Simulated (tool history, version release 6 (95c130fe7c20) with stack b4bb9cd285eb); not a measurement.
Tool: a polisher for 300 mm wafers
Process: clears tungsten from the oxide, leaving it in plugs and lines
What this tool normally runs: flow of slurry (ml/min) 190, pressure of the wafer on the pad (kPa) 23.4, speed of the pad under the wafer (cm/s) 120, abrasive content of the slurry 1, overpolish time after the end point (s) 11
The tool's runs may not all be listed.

run	hour	flow of slurry (ml/min)	pressure of the wafer on the pad (kPa)	speed of the pad under the wafer (cm/s)	abrasive content of the slurry	overpolish time after the end point (s)	wafers since the last listed run	wafers polished on this pad	hours since the slurry nozzle was cleaned	hours since the head pressure was calibrated	hours since the slurry blender was calibrated	hours since the slurry got fresh peroxide	incoming thickness of the incoming film, nm	time until the end point was called (s)
1	0	190	23.4	120	1	11	0	107	497	1014.4	381.2	41	462.1	68.5
2	8.9	190	23.4	120	1	11	49	156	505.9	1023.3	390.1	49.9	450.3	67.9
3	24.1	190	23.4	120	1	11	83	240	521.1	1038.5	405.3	65.1	455.7	69
4	34	190	23.4	120	1	11	54	295	531	1048.4	415.2	75	465.3	67.7
5	42.4	190	17.9	120	1	11	46	341	539.4	1056.8	423.6	83.4	455.5	88.9
# hour 51.2: slurry tank refilled with fresh slurry and peroxide
6	60.4	190	17.9	120	1	11	93	435	557.4	1074.8	441.6	9.2	457.5	86.9
7	66.9	190	17.9	120	1	11	35	471	563.9	1081.3	448.1	15.7	452.9	85.8
8	74	190	23.4	120	1	11	39	510	571	1088.4	455.2	22.8	457.8	68.1
# hour 86.9: worn pad replaced by a new one
9	87.4	190	23.4	120	1	11	51	2	584.4	1101.8	468.6	36.2	455.7	66.5
10	102.5	190	23.4	120	1	11	83	86	599.5	1116.9	483.7	51.3	464.8	68.1
# hour 116: head pressure recalibrated
# hour 117.9: slurry blender recalibrated
11	118.4	240	23.4	120	1	11	66	152	615.4	2.4	0.5	67.2	464.9	63.9
12	129	190	23.4	144	1	11	58	210	626	13	11.1	77.8	456.9	57.2
13	139.5	190	26.2	138	1	11	57	268	636.5	23.5	21.6	88.3	467.5	53.3
14	147.5	190	23.4	120	1	11	44	312	644.5	31.5	29.6	96.3	460.9	63.6
# hour 153.6: slurry nozzle cleaned
# hour 157.2: slurry tank refilled with fresh slurry and peroxide
15	165.2	190	23.4	120	1.2	11	86	399	11.6	49.2	47.3	8	460.6	61.1
16	171.4	190	23.4	120	1	11	34	433	17.8	55.4	53.5	14.2	459.9	64.1
# hour 180: head pressure recalibrated, repeated, since the last time left the tool worse
17	186.5	190	30.3	158	0.8	15	72	506	32.9	6.5	68.6	29.3	457.6	51.6
# hour 199.5: worn pad replaced by a new one
18	222.3	245	23.4	120	1	9	175	126	68.7	42.3	104.4	65.1	465.2	74.9
19	235.9	190	29.6	120	1	13	75	201	82.3	55.9	118	78.7	460.2	60.8

The next listed run, before its measurement:
# hour 247.4: slurry tank refilled with fresh slurry and peroxide
20	251.3	190	17.9	120	1	13	79	280	97.7	71.3	133.4	3.9	464.6	?

{"run 20": {"time until the end point was called (s)": 99.8}}
On a tool with no hidden condition, and with the same random variation, this run would have come out at time until the end point was called (s) 98.2.

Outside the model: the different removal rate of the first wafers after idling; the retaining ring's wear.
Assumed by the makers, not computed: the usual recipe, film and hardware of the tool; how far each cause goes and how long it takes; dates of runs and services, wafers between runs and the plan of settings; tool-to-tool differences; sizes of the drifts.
